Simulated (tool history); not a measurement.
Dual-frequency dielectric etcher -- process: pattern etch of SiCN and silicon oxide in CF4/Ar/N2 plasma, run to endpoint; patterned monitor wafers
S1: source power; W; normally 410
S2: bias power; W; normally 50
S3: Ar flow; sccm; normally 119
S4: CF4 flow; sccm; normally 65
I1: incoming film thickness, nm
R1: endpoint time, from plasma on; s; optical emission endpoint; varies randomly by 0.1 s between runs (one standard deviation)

run 1 day=0 | S1=410 S2=50 S3=119 S4=65 | I1=10.09 | R1=14.7
run 2 day=0.871 | S1=410 S2=50 S3=119 S4=65 | I1=10.13 | R1=14.9
run 3 day=1.446 | S1=410 S2=50 S3=119 S4=65 | I1=10.07 | R1=14.7
run 4 day=2.879 | S1=410 S2=50 S3=119 S4=65 | I1=10.25 | R1=14.9
run 5 day=3.579 | S1=410 S2=50 S3=119 S4=65 | I1=10.02 | R1=14.5
run 6 day=4.283 | S1=410 S2=50 S3=119 S4=65 | I1=10.03 | R1=14.7
run 7 day=4.804 | S1=410 S2=50 S3=119 S4=65 | I1=10.07 | R1=14.9
run 8 day=6.196 | S1=410 S2=50 S3=119 S4=65 | I1=10.05 | R1=14.9
run 9 day=6.979 | S1=410 S2=50 S3=119 S4=76 | I1=10.09 | R1=14.5
-- day=7.708 source power generator calibrated
-- day=8.075 upper electrode replaced
run 10 day=8.096 | S1=410 S2=50 S3=119 S4=76 | I1=10.12 | R1=14.4
run 11 day=9.129 | S1=410 S2=50 S3=119 S4=65 | I1=10.05 | R1=14.8
run 12 day=9.754 | S1=410 S2=50 S3=119 S4=65 | I1=10.11 | R1=14.7
-- day=10.142 bias power generator calibrated
-- day=10.596 Ar flow controller replaced
run 13 day=11.104 | S1=330 S2=60 S3=105 S4=58 | I1=10.04 | R1=17
-- day=11.854 CF4 flow controller replaced
run 14 day=11.996 | S1=410 S2=50 S3=119 S4=65 | I1=10.08 | R1=14.9
run 15 day=12.7 | S1=410 S2=50 S3=119 S4=65 | I1=10.09 | R1=14.7
-- day=18.038 wet clean of the chamber
run 16 day=18.058 | S1=410 S2=58 S3=119 S4=65 | I1=10.12 | R1=14.3
run 17 day=18.538 | S1=410 S2=50 S3=119 S4=65 | I1=10.2 | R1=14.9
run 18 day=19.825 | S1=340 S2=46 S3=119 S4=65 | I1=10.1 | R1=18.2
run 19 day=20.883 | S1=410 S2=62 S3=119 S4=65 | I1=10.02 | R1=13.9
run 20 day=21.933 | S1=410 S2=50 S3=119 S4=65 | I1=10.19 | R1=14.9
run 21 day=23.246 | S1=350 S2=50 S3=101 S4=65 | I1=10.12 | R1=16.8
run 22 day=23.996 | S1=310 S2=44 S3=101 S4=54 | I1=10 | R1=19.8
run 23 day=24.858 | S1=410 S2=50 S3=98 S4=65 | I1=10.17 | R1=14.4
run 24 day=25.75 | S1=410 S2=50 S3=131 S4=56 | I1=10.1 | R1=15.5
run 25 day=26.842 | S1=370 S2=50 S3=119 S4=75 | I1=10.1 | R1=16.1

Each row is a separate what-if for the run after 25, all from the same tool condition, not one after another. Results?
run A day=26.858 | S1=410 S2=50 S3=90 S4=65 | I1=10.14 | R1=?
run B day=26.858 | S1=360 S2=45 S3=119 S4=65 | I1=10.14 | R1=?
run C day=26.858 | S1=410 S2=50 S3=129 S4=65 | I1=10.14 | R1=?

run=A R1=14.2
run=B R1=17.1
run=C R1=14.9
Take away the tool's hidden state, keep each run's random variation, and the runs would have read:
run=A R1=14.2
run=B R1=17.1
run=C R1=14.9
